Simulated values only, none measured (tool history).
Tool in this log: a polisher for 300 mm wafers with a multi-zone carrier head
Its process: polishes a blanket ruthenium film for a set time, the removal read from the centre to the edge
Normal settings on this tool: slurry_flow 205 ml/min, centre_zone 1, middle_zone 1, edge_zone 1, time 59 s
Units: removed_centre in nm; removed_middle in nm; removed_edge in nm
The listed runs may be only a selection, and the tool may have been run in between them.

run	hour	slurry_flow	centre_zone	middle_zone	edge_zone	time	wafers since the last listed run	wafers polished on this pad	hours since the slurry nozzle was cleaned	hours since the centre zone pressure was calibrated	hours since the edge zone pressure was calibrated	hours since the carrier head's membrane was replaced	incoming thickness of the incoming film, nm	removed_centre	removed_middle	removed_edge
1	0	205	1	1	1	59	0	1656	51	335.6	352.8	539.4	528.4	100.9	101.7	98.1
2	58.8	205	1	1	1	59	862	2518	109.8	394.4	411.6	598.2	520.5	102.5	98.8	97.6
# hour 99.4: worn pad replaced by a new one
3	161.6	205	1	1	1	59	1449	912	212.6	497.2	514.4	701	527.5	103.2	102.8	99.6
# hour 172.1: carrier head's membrane replaced by a new one
4	204.5	205	1	1	1	59	555	1468	255.5	540.1	557.3	32.4	526.7	104.7	100	99.9
5	285.4	205	1	1	1	59	1186	2655	336.4	621	638.2	113.3	528.8	102.6	99.9	100
# hour 298.9: worn pad replaced by a new one
6	343.8	205	1	1	1	59	798	658	394.8	679.4	696.6	171.7	534.3	103.3	102.1	100.9
# hour 392.2: centre zone pressure recalibrated
7	405.9	205	0.92	1	1	59	881	1540	456.9	13.7	758.7	233.8	533.2	93.8	100.5	99.7
# hour 421.2: slurry nozzle cleaned
8	473.9	270	0.97	0.93	0.92	59	982	2523	52.7	81.7	826.7	301.8	539.1	102	96.9	97.6
# hour 503.9: worn pad replaced by a new one
9	552.2	205	0.91	1.07	0.93	59	1089	708	131	160	905	380.1	529.6	93.7	106.3	97.6
10	627.5	135	1	1	1	59	1104	1813	206.3	235.3	980.3	455.4	532	93	91	91.8
# hour 715.9: worn pad replaced by a new one
11	717.7	165	1	1	1	59	1264	26	296.5	325.5	1070.5	545.6	538	101.1	101.3	100.4
# hour 765: carrier head's membrane replaced by a new one
# hour 824.6: slurry nozzle cleaned
# hour 843.9: edge zone pressure recalibrated
12	868.2	205	1	1	1	59	2090	2117	43.6	476	24.3	103.2	523.9	103.3	99.4	98.7
# hour 950.3: worn pad replaced by a new one
13	962.5	250	1	1.11	0.9	73	1324	178	137.9	570.3	118.6	197.5	533.1	137	144.5	123.2
14	1060.9	150	0.9	1	1	44	1443	1622	236.3	668.7	217	295.9	529.1	64.9	70.9	72.7

Below are 3 alternative next runs, each starting from the tool's condition after run 14. Predict each:
A	1061.3	205	1	1	0.89	59	5	1628	236.7	669.1	217.4	296.3	530	?	?	?
B	1061.3	205	0.9	0.91	1	59	5	1628	236.7	669.1	217.4	296.3	530	?	?	?
C	1061.3	205	1.1	0.96	0.94	59	5	1628	236.7	669.1	217.4	296.3	530	?	?	?

run	removed_centre	removed_middle	removed_edge
A	102.5	98.8	93.6
B	92.1	91.3	98.5
C	112.8	95.4	95.8
With no hidden state in the tool, these same runs would have given:
run	removed_centre	removed_middle	removed_edge
A	106.8	103	97.5
B	96	95.2	102.7
C	117.5	99.4	99.9

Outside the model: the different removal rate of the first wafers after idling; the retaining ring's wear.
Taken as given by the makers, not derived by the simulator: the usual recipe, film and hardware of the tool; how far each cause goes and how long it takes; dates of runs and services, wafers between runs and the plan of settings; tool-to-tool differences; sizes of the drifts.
